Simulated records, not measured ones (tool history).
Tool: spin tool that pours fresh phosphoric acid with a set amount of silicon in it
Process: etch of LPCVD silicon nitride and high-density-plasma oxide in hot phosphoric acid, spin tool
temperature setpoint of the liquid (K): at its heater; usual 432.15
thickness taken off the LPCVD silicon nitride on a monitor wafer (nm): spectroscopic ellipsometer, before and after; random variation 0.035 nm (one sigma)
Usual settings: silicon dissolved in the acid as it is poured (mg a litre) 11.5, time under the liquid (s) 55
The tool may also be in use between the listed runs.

run	day	temperature setpoint of the liquid (K)	silicon dissolved in the acid as it is poured (mg a litre)	time under the liquid (s)	wafers since the last listed run	hours since the thermometer was replaced	hours since the dissolved silicon flow meter was replaced	hours since the heated supply line was repaired	hours since the gauge calibration	read-back film thickness of the LPCVD silicon nitride reference wafer, read on the same gauge (nm)	thickness taken off the LPCVD silicon nitride on a monitor wafer (nm)
1	0	432.15	11.5	55	0	420.3	744.8	1052.2	637.4	87.8	5.14
2	3.442	432.15	11.5	55	1157	502.9	827.4	1134.8	720	87.52	5.15
3	6.675	432.15	11.5	55	1087	580.5	905	1212.4	797.6	87.23	5.07
# day 9.004: gauge calibrated
4	10.071	432.15	11.5	55	1142	662	986.5	1293.9	25.6	90.09	5.29
5	12.983	432.15	11.5	55	979	731.9	1056.4	1363.8	95.5	89.84	5.33
6	16.654	432.15	11.5	55	1234	820	1144.5	1451.9	183.6	89.51	5.31
# day 18.304: dissolved silicon flow meter replaced
7	19.054	432.15	11.5	55	793	877.6	18	1509.5	241.2	89.31	5.23
8	21.246	432.15	11.5	55	737	930.2	70.6	1562.1	293.8	89.13	5.21
9	24.571	432.15	11.5	55	1118	1010	150.4	1641.9	373.6	88.82	5.24
10	26.229	432.15	11.5	55	557	1049.8	190.2	1681.7	413.4	88.69	5.21
# day 27.579: heated supply line repaired
11	30.521	432.15	17	75	1429	1152.8	293.2	70.6	516.4	88.32	7.17
# day 36.375: thermometer replaced
12	40.429	431.15	7	45	3319	97.3	531	308.4	754.2	87.44	4.04
# day 42.246: gauge calibrated
13	44.05	433.65	3	55	1218	184.2	617.9	395.3	43.3	90.02	5.56
14	46.612	433.65	9	85	862	245.7	679.4	456.8	104.8	89.76	8.46
15	51.088	432.15	11.5	55	1505	353.1	786.8	564.2	212.2	89.43	5.25
16	53.429	432.15	11.5	55	787	409.3	843	620.4	268.4	89.22	5.27
17	55.908	432.15	11.5	85	833	468.8	902.5	679.9	327.9	89	8.03
18	59.304	432.15	3.5	35	1142	550.3	984	761.4	409.4	88.72	3.31

Forecast each of these 3 alternatives for the next run:
A	59.321	432.15	11.5	25	5	550.7	984.4	761.8	409.8	?	?
B	59.321	434.15	19	55	5	550.7	984.4	761.8	409.8	?	?
C	59.321	432.15	15.5	25	5	550.7	984.4	761.8	409.8	?	?

run	read-back film thickness of the LPCVD silicon nitride reference wafer, read on the same gauge (nm)	thickness taken off the LPCVD silicon nitride on a monitor wafer (nm)
A	88.72	2.36
B	88.72	5.54
C	88.72	2.36
Without the tool's hidden state the same runs would have given:
run	thickness taken off the LPCVD silicon nitride on a monitor wafer (nm)
A	2.39
B	5.62
C	2.39

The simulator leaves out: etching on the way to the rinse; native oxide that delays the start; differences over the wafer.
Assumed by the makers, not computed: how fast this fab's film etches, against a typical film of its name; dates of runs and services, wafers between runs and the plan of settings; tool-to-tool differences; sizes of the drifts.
